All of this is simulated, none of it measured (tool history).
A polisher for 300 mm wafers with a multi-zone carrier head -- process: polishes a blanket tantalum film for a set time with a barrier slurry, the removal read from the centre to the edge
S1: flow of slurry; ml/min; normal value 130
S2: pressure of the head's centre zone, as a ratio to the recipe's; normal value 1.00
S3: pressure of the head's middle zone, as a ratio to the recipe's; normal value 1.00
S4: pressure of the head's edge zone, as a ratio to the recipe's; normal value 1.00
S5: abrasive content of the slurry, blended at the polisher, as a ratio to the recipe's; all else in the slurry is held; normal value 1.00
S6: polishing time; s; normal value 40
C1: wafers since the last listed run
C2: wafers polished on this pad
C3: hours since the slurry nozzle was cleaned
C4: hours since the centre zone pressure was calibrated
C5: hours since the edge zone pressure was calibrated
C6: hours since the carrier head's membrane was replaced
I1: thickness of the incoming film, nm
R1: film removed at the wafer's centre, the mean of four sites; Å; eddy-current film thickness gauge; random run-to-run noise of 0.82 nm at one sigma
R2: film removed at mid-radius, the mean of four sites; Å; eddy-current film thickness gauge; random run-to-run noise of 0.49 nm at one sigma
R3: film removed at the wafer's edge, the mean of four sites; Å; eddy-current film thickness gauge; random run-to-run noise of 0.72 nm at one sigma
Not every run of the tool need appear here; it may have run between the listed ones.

| run | hour | S1 | S2 | S3 | S4 | S5 | S6 | C1 | C2 | C3 | C4 | C5 | C6 | I1 | R1 | R2 | R3 |
|---|---|---|---|---|---|---|---|---|---|---|---|---|---|---|---|---|---|
| 1 | 0.0 | 115 | 0.93 | 0.89 | 1.00 | 1.00 | 29 | 0 | 3915 | 571.9 | 398.1 | 507.6 | 750.6 | 389.5 | 367 | 367 | 430 |
| 2 | 104.8 | 170 | 1.00 | 1.00 | 0.97 | 1.00 | 47 | 1932 | 5847 | 676.7 | 502.9 | 612.4 | 855.4 | 394.1 | 738 | 750 | 743 |
| 3 | 154.2 | 115 | 0.93 | 0.89 | 1.00 | 1.00 | 29 | 910 | 6758 | 726.1 | 552.3 | 661.8 | 904.8 | 390.7 | 359 | 363 | 420 |
|  | 185.7 | slurry nozzle cleaned |
|  | 213.0 | carrier head's membrane replaced by a new one |
|  | 236.9 | centre zone pressure recalibrated |
| 4 | 249.1 | 130 | 1.00 | 1.08 | 0.88 | 0.85 | 40 | 1602 | 8360 | 63.4 | 12.2 | 756.7 | 36.1 | 393.1 | 603 | 655 | 568 |
| 5 | 327.2 | 130 | 1.00 | 1.04 | 1.00 | 1.00 | 45 | 1439 | 9800 | 141.5 | 90.3 | 834.8 | 114.2 | 396.7 | 697 | 730 | 721 |
| 6 | 408.8 | 130 | 1.00 | 1.00 | 1.00 | 1.00 | 40 | 1504 | 11304 | 223.1 | 171.9 | 916.4 | 195.8 | 387.4 | 598 | 613 | 624 |
| 7 | 458.1 | 130 | 1.00 | 1.00 | 1.00 | 1.00 | 40 | 908 | 12213 | 272.4 | 221.2 | 965.7 | 245.1 | 387.6 | 579 | 601 | 610 |
|  | 485.3 | worn pad replaced by a new one |
| 8 | 538.7 | 130 | 0.95 | 1.11 | 1.00 | 1.00 | 40 | 1412 | 983 | 353.0 | 301.8 | 1046.3 | 325.7 | 397.5 | 551 | 647 | 607 |
| 9 | 627.7 | 130 | 1.00 | 1.00 | 1.00 | 1.00 | 40 | 1640 | 2624 | 442.0 | 390.8 | 1135.3 | 414.7 | 387.7 | 571 | 581 | 609 |
| 10 | 701.1 | 130 | 1.05 | 0.93 | 1.08 | 0.85 | 40 | 1353 | 3977 | 515.4 | 464.2 | 1208.7 | 488.1 | 393.7 | 555 | 508 | 571 |
| 11 | 797.3 | 115 | 1.11 | 0.90 | 1.00 | 1.00 | 40 | 1773 | 5751 | 611.6 | 560.4 | 1304.9 | 584.3 | 397.5 | 573 | 497 | 572 |
|  | 817.2 | edge zone pressure recalibrated |
| 12 | 840.7 | 130 | 1.00 | 1.00 | 1.00 | 1.00 | 40 | 763 | 6514 | 655.0 | 603.8 | 23.5 | 627.7 | 392.5 | 559 | 576 | 603 |
|  | 939.7 | slurry nozzle cleaned |
| 13 | 943.6 | 130 | 1.00 | 1.00 | 1.00 | 1.00 | 40 | 1878 | 8393 | 3.9 | 706.7 | 126.4 | 730.6 | 394.3 | 681 | 666 | 666 |
|  | 965.9 | centre zone pressure recalibrated |
| 14 | 1022.3 | 160 | 1.07 | 1.00 | 1.00 | 1.00 | 40 | 1414 | 9807 | 82.6 | 56.4 | 205.1 | 809.3 | 398.1 | 707 | 685 | 667 |
| 15 | 1113.1 | 130 | 0.95 | 0.93 | 1.07 | 0.80 | 40 | 1673 | 11481 | 173.4 | 147.2 | 295.9 | 900.1 | 390.4 | 534 | 535 | 593 |
|  | 1213.3 | worn pad replaced by a new one |
| 16 | 1213.8 | 145 | 1.00 | 1.00 | 1.00 | 1.00 | 40 | 1782 | 9 | 274.1 | 247.9 | 396.6 | 1000.8 | 385.6 | 629 | 634 | 644 |
| 17 | 1261.8 | 130 | 1.00 | 1.00 | 1.00 | 1.00 | 35 | 884 | 894 | 322.1 | 295.9 | 444.6 | 1048.8 | 387.1 | 517 | 528 | 536 |
|  | 1329.1 | carrier head's membrane replaced by a new one |
| 18 | 1349.1 | 130 | 1.00 | 1.04 | 1.00 | 0.75 | 46 | 1517 | 2411 | 409.4 | 383.2 | 531.9 | 20.0 | 394.5 | 585 | 625 | 626 |
| 19 | 1417.0 | 130 | 1.00 | 1.00 | 1.00 | 1.00 | 40 | 1251 | 3663 | 477.3 | 451.1 | 599.8 | 87.9 | 396.1 | 582 | 597 | 607 |
| 20 | 1518.2 | 130 | 1.07 | 1.00 | 1.00 | 1.00 | 28 | 1865 | 5529 | 578.5 | 552.3 | 701.0 | 189.1 | 383.7 | 422 | 405 | 430 |

5 ways to go on from here, each from the tool as it stands after run 20. What would each give?
| A | 1518.6 | 130 | 1.00 | 1.00 | 1.00 | 1.00 | 51 | 7 | 5536 | 578.9 | 552.7 | 701.4 | 189.5 | 396.5 | ? | ? | ? |
| B | 1518.6 | 130 | 1.04 | 1.00 | 1.00 | 0.85 | 40 | 7 | 5536 | 578.9 | 552.7 | 701.4 | 189.5 | 396.5 | ? | ? | ? |
| C | 1518.6 | 130 | 1.00 | 0.91 | 1.00 | 1.00 | 40 | 7 | 5536 | 578.9 | 552.7 | 701.4 | 189.5 | 396.5 | ? | ? | ? |
| D | 1518.6 | 130 | 0.95 | 0.95 | 1.00 | 1.00 | 40 | 7 | 5536 | 578.9 | 552.7 | 701.4 | 189.5 | 396.5 | ? | ? | ? |
| E | 1518.6 | 130 | 1.00 | 1.00 | 1.12 | 1.00 | 35 | 7 | 5536 | 578.9 | 552.7 | 701.4 | 189.5 | 396.5 | ? | ? | ? |

| run | R1 | R2 | R3 |
|---|---|---|---|
| A | 725 | 753 | 779 |
| B | 555 | 554 | 573 |
| C | 568 | 546 | 612 |
| D | 540 | 566 | 611 |
| E | 498 | 517 | 565 |
The same runs, with their run-to-run variation unchanged, on a tool lacking any hidden condition would have given:
| run | R1 | R2 | R3 |
|---|---|---|---|
| A | 847 | 862 | 853 |
| B | 648 | 634 | 627 |
| C | 664 | 625 | 669 |
| D | 631 | 648 | 669 |
| E | 581 | 591 | 619 |
